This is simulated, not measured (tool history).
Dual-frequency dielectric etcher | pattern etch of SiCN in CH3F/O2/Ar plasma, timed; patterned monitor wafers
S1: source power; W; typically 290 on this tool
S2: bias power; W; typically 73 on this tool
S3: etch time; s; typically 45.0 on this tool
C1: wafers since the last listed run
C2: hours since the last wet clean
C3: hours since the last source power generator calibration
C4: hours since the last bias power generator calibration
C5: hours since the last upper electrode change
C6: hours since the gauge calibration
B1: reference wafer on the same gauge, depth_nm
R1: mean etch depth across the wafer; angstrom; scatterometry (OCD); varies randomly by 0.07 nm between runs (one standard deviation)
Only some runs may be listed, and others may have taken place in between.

Run 1, hour 0.0: usual settings; C1 0; C2 393.8; C3 2071.8; C4 4321.5; C5 4353.9; C6 2240.0; B1 12.71. Result: R1 157.4 angstrom.
Run 2, hour 42.5: usual settings; C1 552; C2 436.3; C3 2114.3; C4 4364.0; C5 4396.4; C6 2282.5; B1 12.71. Result: R1 159.1 angstrom.
At hour 90.0: gauge calibrated.
At hour 111.0: wet clean of the chamber.
At hour 142.1: upper electrode replaced.
Run 3, hour 159.2: usual settings; C1 892; C2 48.2; C3 2231.0; C4 4480.7; C5 17.1; C6 69.2; B1 12.71. Result: R1 152.2 angstrom.
Run 4, hour 206.5: usual settings; C1 614; C2 95.5; C3 2278.3; C4 4528.0; C5 64.4; C6 116.5; B1 12.69. Result: R1 153.5 angstrom.
Run 5, hour 270.3: usual settings; C1 829; C2 159.3; C3 2342.1; C4 4591.8; C5 128.2; C6 180.3; B1 12.70. Result: R1 153.4 angstrom.
Run 6, hour 336.2: usual settings; C1 856; C2 225.2; C3 2408.0; C4 4657.7; C5 194.1; C6 246.2; B1 12.71. Result: R1 155.1 angstrom.
Run 7, hour 375.9: usual settings; C1 516; C2 264.9; C3 2447.7; C4 4697.4; C5 233.8; C6 285.9; B1 12.70. Result: R1 154.6 angstrom.
Run 8, hour 417.8: usual settings; C1 544; C2 306.8; C3 2489.6; C4 4739.3; C5 275.7; C6 327.8; B1 12.70. Result: R1 155.8 angstrom.
At hour 467.8: source power generator calibrated.
Run 9, hour 468.3: usual settings; C1 604; C2 357.3; C3 0.5; C4 4789.8; C5 326.2; C6 378.3; B1 12.70. Result: R1 156.6 angstrom.
Run 10, hour 503.3: usual settings but S3 58.5 s; C1 454; C2 392.3; C3 35.5; C4 4824.8; C5 361.2; C6 413.3; B1 12.70. Result: R1 205.3 angstrom.
Run 11, hour 581.7: usual settings but S1 250 W, S3 35.0 s; C1 1019; C2 470.7; C3 113.9; C4 4903.2; C5 439.6; C6 491.7; B1 12.71. Result: R1 116.8 angstrom.
Run 12, hour 609.7: usual settings but S2 79 W, S3 40.0 s; C1 363; C2 498.7; C3 141.9; C4 4931.2; C5 467.6; C6 519.7; B1 12.71. Result: R1 148.0 angstrom.
At hour 658.2: wet clean of the chamber.
Run 13, hour 658.7: usual settings but S3 38.5 s; C1 324; C2 0.5; C3 190.9; C4 4980.2; C5 516.6; C6 568.7; B1 12.72. Result: R1 130.9 angstrom.
Run 14, hour 688.9: usual settings but S2 80 W, S3 55.5 s; C1 392; C2 30.7; C3 221.1; C4 5010.4; C5 546.8; C6 598.9; B1 12.69. Result: R1 199.9 angstrom.
At hour 738.5: bias power generator calibrated.
Run 15, hour 746.2: usual settings but S1 330 W, S2 83 W, S3 57.0 s; C1 692; C2 88.0; C3 278.4; C4 7.7; C5 604.1; C6 656.2; B1 12.69. Result: R1 220.2 angstrom.
Run 16, hour 799.4: usual settings but S1 230 W, S2 63 W, S3 39.0 s; C1 691; C2 141.2; C3 331.6; C4 60.9; C5 657.3; C6 709.4; B1 12.73. Result: R1 116.0 angstrom.
Run 17, hour 866.0: usual settings; C1 865; C2 207.8; C3 398.2; C4 127.5; C5 723.9; C6 776.0; B1 12.71. Result: R1 156.2 angstrom.
Run 18, hour 916.5: usual settings but S1 260 W, S2 90 W, S3 55.0 s; C1 656; C2 258.3; C3 448.7; C4 178.0; C5 774.4; C6 826.5; B1 12.70. Result: R1 209.0 angstrom.
Run 19, hour 974.4: usual settings; C1 752; C2 316.2; C3 506.6; C4 235.9; C5 832.3; C6 884.4; B1 12.68. Result: R1 158.0 angstrom.
Run 20, hour 999.2: usual settings but S1 340 W, S2 86 W, S3 35.0 s; C1 322; C2 341.0; C3 531.4; C4 260.7; C5 857.1; C6 909.2; B1 12.70. Result: R1 139.7 angstrom.
Run 21, hour 1061.5: usual settings but S1 270 W, S2 88 W, S3 54.5 s; C1 809; C2 403.3; C3 593.7; C4 323.0; C5 919.4; C6 971.5; B1 12.69. Result: R1 210.3 angstrom.
Run 22, hour 1087.8: usual settings but S1 250 W, S3 51.0 s; C1 341; C2 429.6; C3 620.0; C4 349.3; C5 945.7; C6 997.8; B1 12.71. Result: R1 174.2 angstrom.
At hour 1160.3: wet clean of the chamber.
Run 23, hour 1160.8: usual settings; C1 636; C2 0.5; C3 693.0; C4 422.3; C5 1018.7; C6 1070.8; B1 12.72. Result: R1 150.1 angstrom.
Run 24, hour 1187.3: usual settings but S1 320 W, S2 56 W, S3 52.5 s; C1 344; C2 27.0; C3 719.5; C4 448.8; C5 1045.2; C6 1097.3; B1 12.69. Result: R1 156.7 angstrom.
Run 25, hour 1347.3: usual settings; C1 2079; C2 187.0; C3 879.5; C4 608.8; C5 1205.2; C6 1257.3; B1 12.70. Result: R1 153.1 angstrom.
Run 26, hour 1549.7: usual settings; C1 2630; C2 389.4; C3 1081.9; C4 811.2; C5 1407.6; C6 1459.7; B1 12.71. Result: R1 157.5 angstrom.
Run 27, hour 1583.7: usual settings; C1 441; C2 423.4; C3 1115.9; C4 845.2; C5 1441.6; C6 1493.7; B1 12.69. Result: R1 157.4 angstrom.
Run 28, hour 1650.7: usual settings; C1 870; C2 490.4; C3 1182.9; C4 912.2; C5 1508.6; C6 1560.7; B1 12.71. Result: R1 158.0 angstrom.
At hour 1739.2: wet clean of the chamber.
Run 29, hour 1739.7: usual settings but S1 260 W; C1 844; C2 0.5; C3 1271.9; C4 1001.2; C5 1597.6; C6 1649.7; B1 12.70. Result: R1 147.4 angstrom.
Run 30, hour 1750.8: usual settings but S2 91 W; C1 144; C2 11.6; C3 1283.0; C4 1012.3; C5 1608.7; C6 1660.8; B1 12.70. Result: R1 170.5 angstrom.
Run 31, hour 1792.2: usual settings but S1 240 W, S2 90 W; C1 538; C2 53.0; C3 1324.4; C4 1053.7; C5 1650.1; C6 1702.2; B1 12.70. Result: R1 162.6 angstrom.

What the log doesn't show, run by run:
source power that arrives over what is set, %: 0 across all the runs
bias power that arrives over what is set, %: 0 across all the runs
gauge reads high (%): 0 across all the runs
H1: etch rate over this chamber's usual, %
run       H1
  1     4.35
  2     4.78
  3    0.227
  4    0.697
  5     1.33
  6     1.98
  7     2.38
  8     2.79
  9      3.3
 10     3.64
 11     4.42
 12      4.7
 13     1.05
 14     1.35
 15     1.92
 16     2.45
 17     3.11
 18     3.61
 19     4.19
 20     4.43
 21     5.05
 22     5.31
 23   -0.856
 24   -0.593
 25    0.995
 26        3
 27     3.34
 28     4.01
 29  -0.0804
 30   0.0298
 31    0.441
